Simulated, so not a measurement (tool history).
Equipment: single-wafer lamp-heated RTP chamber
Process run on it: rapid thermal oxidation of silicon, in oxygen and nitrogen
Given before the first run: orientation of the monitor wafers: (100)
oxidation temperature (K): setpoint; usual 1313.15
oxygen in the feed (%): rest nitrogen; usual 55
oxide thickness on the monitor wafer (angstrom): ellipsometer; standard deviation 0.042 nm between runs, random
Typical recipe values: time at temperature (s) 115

| run | hour | oxidation temperature (K) | time at temperature (s) | oxygen in the feed (%) | read-back reference wafer on the same gauge, thickness | oxide thickness on the monitor wafer (angstrom) |
|---|---|---|---|---|---|---|
| 1 | 0 | 1313.15 | 150 | 55 | 8.124 | 102 |
| 2 | 78.6 | 1313.15 | 150 | 55 | 8.127 | 101.75 |
| 3 | 143.1 | 1313.15 | 150 | 55 | 8.122 | 101.5 |
| 4 | 211.4 | 1323.15 | 115 | 63 | 8.123 | 101.91 |
| 5 | 260.4 | 1313.15 | 73 | 55 | 8.126 | 73.75 |
| 6 | 344.9 | 1313.15 | 73 | 55 | 8.123 | 73.61 |
|  | 429.3 | oxygen flow controller replaced |
| 7 | 437.1 | 1313.15 | 147 | 55 | 8.124 | 101.48 |
|  | 457.7 | pyrometer window cleaned and pyrometer calibrated |
| 8 | 536.9 | 1313.15 | 150 | 55 | 8.122 | 102.17 |
|  | 544.9 | gauge calibrated |
| 9 | 586.4 | 1321.15 | 115 | 55 | 8.118 | 95.49 |
| 10 | 793.7 | 1313.15 | 77 | 55 | 8.126 | 75.96 |
| 11 | 890.8 | 1301.15 | 133 | 45 | 8.119 | 82.26 |
| 12 | 967.3 | 1287.15 | 115 | 40 | 8.115 | 67.15 |
|  | 1044.8 | pyrometer window cleaned and pyrometer calibrated |
| 13 | 1048.5 | 1299.15 | 130 | 69 | 8.118 | 93.73 |
| 14 | 1087.1 | 1313.15 | 96 | 55 | 8.12 | 83.86 |

Run-by-run hidden state of the tool:
true wafer temperature minus pyrometer reading, K: 0 at every run
deviation of the oxygen flow from its setpoint, %: 0 at every run
gauge reads high (%): 0 at every run
